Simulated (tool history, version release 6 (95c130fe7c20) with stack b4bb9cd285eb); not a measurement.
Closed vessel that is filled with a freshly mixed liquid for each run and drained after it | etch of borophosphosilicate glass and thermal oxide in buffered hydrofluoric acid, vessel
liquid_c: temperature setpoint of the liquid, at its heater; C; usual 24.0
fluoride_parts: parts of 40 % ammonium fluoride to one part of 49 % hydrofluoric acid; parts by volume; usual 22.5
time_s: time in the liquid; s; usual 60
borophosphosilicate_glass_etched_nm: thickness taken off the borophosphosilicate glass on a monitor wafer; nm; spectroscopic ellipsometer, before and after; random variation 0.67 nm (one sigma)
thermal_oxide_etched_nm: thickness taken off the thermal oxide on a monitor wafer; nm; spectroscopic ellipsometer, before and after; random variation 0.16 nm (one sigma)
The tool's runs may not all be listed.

run	day	liquid_c	fluoride_parts	time_s	read-back film thickness of the borophosphosilicate glass reference wafer, read on the same gauge (nm)	read-back film thickness of the thermal oxide reference wafer, read on the same gauge (nm)	borophosphosilicate_glass_etched_nm	thermal_oxide_etched_nm
1	0.000	24.0	22.5	60	50.00	59.99	87.90	35.47
2	3.400	24.0	15.5	60	49.99	59.98	123.64	50.55
3	7.371	24.0	15.5	60	50.00	59.97	123.76	50.30
4	9.342	27.5	22.5	75	50.00	59.97	131.49	53.30
5	13.154	27.5	22.5	75	50.01	59.96	129.04	53.51
6	15.392	24.0	22.5	60	49.99	59.97	85.30	35.13
7	19.421	24.0	22.5	60	50.02	59.99	86.37	35.01
8	21.604	24.0	27.5	60	49.97	59.98	74.55	30.57
9	23.750	24.0	27.5	60	49.97	59.99	74.65	30.53
10	25.971	24.0	22.5	60	50.00	60.05	84.37	34.64
11	28.162	24.0	22.5	60	50.00	60.03	86.38	34.93
12	31.238	24.0	25.0	60	50.01	60.02	79.80	32.45
13	34.921	24.0	22.5	60	50.00	59.98	84.74	34.31
# day 35.404: gauge calibrated
14	38.754	20.5	16.5	60	49.99	60.00	95.46	38.52
# day 39.021: hydrofluoric acid flow meter replaced
15	41.388	24.0	22.5	35	50.00	60.01	45.46	18.56
16	43.417	21.5	22.5	60	50.01	60.01	68.73	27.72
17	46.425	24.0	22.5	75	50.02	60.02	97.89	39.85
# day 47.454: thermometer replaced
18	50.221	24.0	22.5	60	50.01	59.99	86.22	34.76
19	51.967	22.5	20.0	60	50.02	60.00	86.79	34.82
20	54.788	21.0	30.0	50	50.00	59.98	49.40	19.98
21	58.979	24.0	19.0	60	50.01	60.00	97.49	39.63
22	62.242	28.5	22.5	30	50.00	60.00	54.02	22.08
23	64.467	24.0	22.5	60	49.99	59.98	84.15	34.23
24	68.958	25.5	30.0	80	50.00	59.98	99.69	40.91

The tool's hidden state at each run:
gauge reads high (%): 0 in every run
H1: liquid colder than its thermometer reads (K)
H2: hydrofluoric acid flow above the setpoint (%)
run	H1	H2
1	0.432	6.95
2	0.521	7.34
3	0.626	7.8
4	0.678	8.03
5	0.778	8.48
6	0.837	8.74
7	0.943	9.21
8	1	9.46
9	1.06	9.71
10	1.12	9.97
11	1.17	10.2
12	1.25	10.6
13	1.35	11
14	1.45	11.5
15	1.52	0.586
16	1.57	0.822
17	1.65	1.17
18	0.153	1.61
19	0.199	1.82
20	0.273	2.14
21	0.384	2.63
22	0.469	3.01
23	0.528	3.27
24	0.646	3.79

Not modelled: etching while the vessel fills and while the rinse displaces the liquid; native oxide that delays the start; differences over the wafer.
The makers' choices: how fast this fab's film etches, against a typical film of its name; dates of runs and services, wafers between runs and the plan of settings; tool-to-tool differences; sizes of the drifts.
